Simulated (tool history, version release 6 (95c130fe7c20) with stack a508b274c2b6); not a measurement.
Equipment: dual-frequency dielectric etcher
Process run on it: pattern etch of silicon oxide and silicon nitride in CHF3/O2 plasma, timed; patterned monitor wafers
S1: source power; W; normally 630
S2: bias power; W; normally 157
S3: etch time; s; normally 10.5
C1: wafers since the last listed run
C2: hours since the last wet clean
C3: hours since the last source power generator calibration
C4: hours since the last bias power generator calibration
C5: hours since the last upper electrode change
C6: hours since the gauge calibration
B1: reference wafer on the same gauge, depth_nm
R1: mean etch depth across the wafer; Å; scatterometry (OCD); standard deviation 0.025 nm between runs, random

run 1 hour=0.0 | S1=630 S2=128 S3=8.5 | C1=0 C2=347.9 C3=31.1 C4=4309.3 C5=5205.9 C6=318.4 | B1=14.20 | R1=127.4
run 2 hour=7.5 | S1=630 S2=157 S3=10.5 | C1=165 C2=355.4 C3=38.6 C4=4316.8 C5=5213.4 C6=325.9 | B1=14.20 | R1=165.2
run 3 hour=17.4 | S1=630 S2=157 S3=10.5 | C1=218 C2=365.3 C3=48.5 C4=4326.7 C5=5223.3 C6=335.8 | B1=14.20 | R1=165.6
-- hour=43.0 upper electrode replaced
run 4 hour=63.1 | S1=630 S2=157 S3=10.5 | C1=478 C2=411.0 C3=94.2 C4=4372.4 C5=20.1 C6=381.5 | B1=14.21 | R1=165.2
run 5 hour=79.7 | S1=630 S2=157 S3=9.0 | C1=365 C2=427.6 C3=110.8 C4=4389.0 C5=36.7 C6=398.1 | B1=14.19 | R1=141.8
run 6 hour=91.4 | S1=630 S2=157 S3=9.0 | C1=257 C2=439.3 C3=122.5 C4=4400.7 C5=48.4 C6=409.8 | B1=14.20 | R1=141.7
-- hour=107.9 bias power generator calibrated
run 7 hour=108.4 | S1=630 S2=157 S3=9.0 | C1=286 C2=456.3 C3=139.5 C4=0.5 C5=65.4 C6=426.8 | B1=14.21 | R1=141.6
run 8 hour=115.9 | S1=630 S2=157 S3=10.5 | C1=165 C2=463.8 C3=147.0 C4=8.0 C5=72.9 C6=434.3 | B1=14.20 | R1=165.6
run 9 hour=125.6 | S1=770 S2=157 S3=10.5 | C1=213 C2=473.5 C3=156.7 C4=17.7 C5=82.6 C6=444.0 | B1=14.19 | R1=181.5
run 10 hour=138.4 | S1=630 S2=157 S3=10.5 | C1=282 C2=486.3 C3=169.5 C4=30.5 C5=95.4 C6=456.8 | B1=14.20 | R1=165.1
run 11 hour=144.5 | S1=630 S2=157 S3=10.5 | C1=134 C2=492.4 C3=175.6 C4=36.6 C5=101.5 C6=462.9 | B1=14.20 | R1=164.9
run 12 hour=154.6 | S1=630 S2=157 S3=10.5 | C1=222 C2=502.5 C3=185.7 C4=46.7 C5=111.6 C6=473.0 | B1=14.20 | R1=165.1
-- hour=161.3 gauge calibrated
run 13 hour=168.4 | S1=760 S2=133 S3=9.5 | C1=304 C2=516.3 C3=199.5 C4=60.5 C5=125.4 C6=7.1 | B1=14.20 | R1=156.5
run 14 hour=182.2 | S1=580 S2=157 S3=9.5 | C1=304 C2=530.1 C3=213.3 C4=74.3 C5=139.2 C6=20.9 | B1=14.19 | R1=143.2
-- hour=212.2 wet clean of the chamber
run 15 hour=212.7 | S1=630 S2=157 S3=10.5 | C1=143 C2=0.5 C3=243.8 C4=104.8 C5=169.7 C6=51.4 | B1=14.20 | R1=166.6
run 16 hour=213.1 | S1=630 S2=157 S3=10.5 | C1=8 C2=0.9 C3=244.2 C4=105.2 C5=170.1 C6=51.8 | B1=14.20 | R1=167.1
run 17 hour=224.1 | S1=700 S2=178 S3=12.0 | C1=242 C2=11.9 C3=255.2 C4=116.2 C5=181.1 C6=62.8 | B1=14.20 | R1=207.6
run 18 hour=233.9 | S1=680 S2=134 S3=10.5 | C1=215 C2=21.7 C3=265.0 C4=126.0 C5=190.9 C6=72.6 | B1=14.20 | R1=166.7
run 19 hour=245.7 | S1=470 S2=189 S3=10.5 | C1=260 C2=33.5 C3=276.8 C4=137.8 C5=202.7 C6=84.4 | B1=14.19 | R1=152.1
run 20 hour=254.4 | S1=630 S2=157 S3=10.5 | C1=191 C2=42.2 C3=285.5 C4=146.5 C5=211.4 C6=93.1 | B1=14.20 | R1=166.8
run 21 hour=261.8 | S1=580 S2=189 S3=10.5 | C1=163 C2=49.6 C3=292.9 C4=153.9 C5=218.8 C6=100.5 | B1=14.20 | R1=168.4
run 22 hour=270.6 | S1=730 S2=138 S3=10.5 | C1=193 C2=58.4 C3=301.7 C4=162.7 C5=227.6 C6=109.3 | B1=14.20 | R1=173.4
run 23 hour=278.3 | S1=630 S2=126 S3=11.5 | C1=169 C2=66.1 C3=309.4 C4=170.4 C5=235.3 C6=117.0 | B1=14.20 | R1=173.8
run 24 hour=296.2 | S1=630 S2=124 S3=10.5 | C1=394 C2=84.0 C3=327.3 C4=188.3 C5=253.2 C6=134.9 | B1=14.20 | R1=157.7
run 25 hour=308.0 | S1=580 S2=157 S3=9.5 | C1=260 C2=95.8 C3=339.1 C4=200.1 C5=265.0 C6=146.7 | B1=14.20 | R1=145.3
run 26 hour=315.8 | S1=630 S2=157 S3=10.5 | C1=171 C2=103.6 C3=346.9 C4=207.9 C5=272.8 C6=154.5 | B1=14.21 | R1=166.7
run 27 hour=333.0 | S1=570 S2=126 S3=10.5 | C1=379 C2=120.8 C3=364.1 C4=225.1 C5=290.0 C6=171.7 | B1=14.19 | R1=150.3
run 28 hour=340.0 | S1=560 S2=131 S3=7.5 | C1=154 C2=127.8 C3=371.1 C4=232.1 C5=297.0 C6=178.7 | B1=14.20 | R1=107.5
run 29 hour=354.6 | S1=630 S2=145 S3=10.5 | C1=321 C2=142.4 C3=385.7 C4=246.7 C5=311.6 C6=193.3 | B1=14.19 | R1=163.7

What differs in the tool's unlogged condition from the final listed run ahead of each entry between runs to the first listed run following it?
Logged between run 3 and run 4: upper electrode replaced (hour 43.0)
  etch rate over this chamber's usual, %: -0.884 -> -0.988
  measured result minus the result with no hidden state, R1: -1.4 -> -1.6 Å
Logged between run 6 and run 7: bias power generator calibrated (hour 107.9)
  etch rate over this chamber's usual, %: -1.05 -> -1.09
  measured result minus the result with no hidden state, R1: -1.5 -> -1.5 Å
Logged between run 12 and run 13: gauge calibrated (hour 161.3)
  etch rate over this chamber's usual, %: -1.19 -> -1.23
  measured result minus the result with no hidden state, R1: -2.0 -> -2.0 Å
Logged between run 14 and run 15: wet clean of the chamber (hour 212.2)
  etch rate over this chamber's usual, %: -1.26 -> 0.0698
  measured result minus the result with no hidden state, R1: -1.8 -> +0.1 Å
